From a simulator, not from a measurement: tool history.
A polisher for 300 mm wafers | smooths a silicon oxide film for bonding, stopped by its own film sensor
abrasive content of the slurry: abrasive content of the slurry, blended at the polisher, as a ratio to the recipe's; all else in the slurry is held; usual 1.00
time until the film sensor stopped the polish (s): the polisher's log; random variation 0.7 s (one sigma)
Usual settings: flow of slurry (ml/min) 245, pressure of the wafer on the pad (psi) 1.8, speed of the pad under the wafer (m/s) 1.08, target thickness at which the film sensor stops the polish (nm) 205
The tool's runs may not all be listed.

| run | hour | flow of slurry (ml/min) | pressure of the wafer on the pad (psi) | speed of the pad under the wafer (m/s) | abrasive content of the slurry | target thickness at which the film sensor stops the polish (nm) | wafers since the last listed run | wafers polished on this pad | hours since the slurry nozzle was cleaned | hours since the head pressure was calibrated | hours since the slurry blender was calibrated | incoming thickness of the incoming film, nm | time until the film sensor stopped the polish (s) |
|---|---|---|---|---|---|---|---|---|---|---|---|---|---|
| 1 | 0.0 | 245 | 1.8 | 1.08 | 1.00 | 205 | 0 | 782 | 657.1 | 1058.2 | 208.0 | 257.8 | 95.3 |
|  | 9.2 | worn pad replaced by a new one |
| 2 | 11.2 | 245 | 1.8 | 1.08 | 1.00 | 205 | 92 | 25 | 668.3 | 1069.4 | 219.2 | 260.2 | 94.1 |
| 3 | 23.8 | 245 | 1.8 | 1.08 | 1.00 | 205 | 161 | 186 | 680.9 | 1082.0 | 231.8 | 260.5 | 92.9 |
| 4 | 36.6 | 245 | 1.8 | 1.08 | 1.00 | 205 | 164 | 350 | 693.7 | 1094.8 | 244.6 | 259.3 | 93.4 |
| 5 | 48.5 | 245 | 1.8 | 1.08 | 1.00 | 205 | 152 | 503 | 705.6 | 1106.7 | 256.5 | 261.2 | 98.3 |
| 6 | 56.4 | 245 | 1.8 | 1.08 | 1.00 | 205 | 101 | 604 | 713.5 | 1114.6 | 264.4 | 258.8 | 95.8 |
| 7 | 63.6 | 245 | 1.8 | 1.08 | 1.00 | 205 | 92 | 697 | 720.7 | 1121.8 | 271.6 | 256.5 | 91.3 |
| 8 | 78.3 | 245 | 1.8 | 1.08 | 1.00 | 205 | 188 | 885 | 735.4 | 1136.5 | 286.3 | 260.1 | 102.2 |
|  | 90.9 | worn pad replaced by a new one |
| 9 | 93.8 | 245 | 1.8 | 1.08 | 1.00 | 205 | 147 | 37 | 750.9 | 1152.0 | 301.8 | 256.1 | 89.4 |
| 10 | 106.0 | 215 | 2.1 | 1.08 | 1.00 | 205 | 156 | 194 | 763.1 | 1164.2 | 314.0 | 256.6 | 82.5 |
|  | 122.7 | slurry nozzle cleaned |
| 11 | 149.9 | 215 | 2.1 | 1.08 | 1.00 | 205 | 550 | 744 | 27.2 | 1208.1 | 357.9 | 259.6 | 92.6 |
| 12 | 157.4 | 215 | 2.1 | 1.08 | 1.00 | 205 | 96 | 840 | 34.7 | 1215.6 | 365.4 | 258.3 | 91.5 |
| 13 | 171.5 | 245 | 1.8 | 1.08 | 1.00 | 205 | 180 | 1021 | 48.8 | 1229.7 | 379.5 | 260.9 | 106.7 |
|  | 174.1 | slurry blender recalibrated |
|  | 180.0 | worn pad replaced by a new one |
| 14 | 183.4 | 245 | 1.8 | 1.08 | 1.00 | 205 | 75 | 43 | 60.7 | 1241.6 | 9.3 | 262.0 | 89.2 |
| 15 | 189.6 | 245 | 1.8 | 1.08 | 1.00 | 205 | 79 | 122 | 66.9 | 1247.8 | 15.5 | 260.2 | 85.7 |
| 16 | 196.6 | 220 | 1.3 | 0.86 | 0.80 | 205 | 89 | 212 | 73.9 | 1254.8 | 22.5 | 262.9 | 157.8 |
| 17 | 212.2 | 275 | 1.8 | 1.08 | 1.00 | 205 | 200 | 412 | 89.5 | 1270.4 | 38.1 | 259.3 | 86.4 |
| 18 | 228.0 | 245 | 1.8 | 1.08 | 1.00 | 205 | 202 | 615 | 105.3 | 1286.2 | 53.9 | 259.3 | 89.4 |
| 19 | 236.2 | 215 | 2.1 | 1.08 | 1.00 | 205 | 105 | 720 | 113.5 | 1294.4 | 62.1 | 258.3 | 82.8 |
| 20 | 247.2 | 245 | 1.8 | 1.34 | 1.00 | 205 | 141 | 861 | 124.5 | 1305.4 | 73.1 | 261.9 | 83.7 |
|  | 255.3 | head pressure recalibrated |
| 21 | 255.8 | 285 | 1.8 | 0.76 | 1.10 | 219 | 84 | 945 | 133.1 | 0.5 | 81.7 | 259.1 | 80.1 |
|  | 265.0 | worn pad replaced by a new one |
| 22 | 271.2 | 245 | 2.0 | 1.08 | 1.00 | 195 | 146 | 79 | 148.5 | 15.9 | 97.1 | 257.1 | 95.0 |
| 23 | 280.7 | 245 | 2.3 | 0.90 | 0.80 | 205 | 121 | 201 | 158.0 | 25.4 | 106.6 | 261.7 | 111.7 |
| 24 | 292.0 | 245 | 1.8 | 1.08 | 1.00 | 205 | 144 | 346 | 169.3 | 36.7 | 117.9 | 257.7 | 88.9 |
| 25 | 301.5 | 245 | 1.8 | 1.30 | 0.90 | 191 | 121 | 468 | 178.8 | 46.2 | 127.4 | 264.1 | 119.2 |
| 26 | 312.8 | 205 | 2.4 | 1.08 | 1.00 | 210 | 144 | 613 | 190.1 | 57.5 | 138.7 | 257.0 | 68.9 |
| 27 | 319.6 | 180 | 1.8 | 1.08 | 0.90 | 205 | 87 | 700 | 196.9 | 64.3 | 145.5 | 261.0 | 110.3 |
| 28 | 332.0 | 195 | 2.0 | 1.08 | 1.00 | 205 | 159 | 859 | 209.3 | 76.7 | 157.9 | 257.0 | 90.1 |
| 29 | 339.2 | 245 | 1.8 | 1.08 | 0.85 | 205 | 92 | 951 | 216.5 | 83.9 | 165.1 | 261.5 | 119.3 |

Forecast each of these 5 alternatives for the next run:
| A | 339.7 | 245 | 1.8 | 1.08 | 1.00 | 195 | 6 | 958 | 217.0 | 84.4 | 165.6 | 262.2 | ? |
| B | 339.7 | 170 | 1.8 | 0.96 | 1.00 | 188 | 6 | 958 | 217.0 | 84.4 | 165.6 | 262.2 | ? |
| C | 339.7 | 245 | 1.8 | 1.08 | 1.30 | 205 | 6 | 958 | 217.0 | 84.4 | 165.6 | 262.2 | ? |
| D | 339.7 | 310 | 2.2 | 1.08 | 0.80 | 219 | 6 | 958 | 217.0 | 84.4 | 165.6 | 262.2 | ? |
| E | 339.7 | 245 | 1.3 | 0.76 | 0.80 | 218 | 6 | 958 | 217.0 | 84.4 | 165.6 | 262.2 | ? |

| run | time until the film sensor stopped the polish (s) |
|---|---|
| A | 122.6 |
| B | 154.6 |
| C | 87.6 |
| D | 83.0 |
| E | 151.9 |
Without the tool's hidden state the same runs would have given:
| run | time until the film sensor stopped the polish (s) |
|---|---|
| A | 102.8 |
| B | 129.7 |
| C | 74.7 |
| D | 68.4 |
| E | 125.2 |
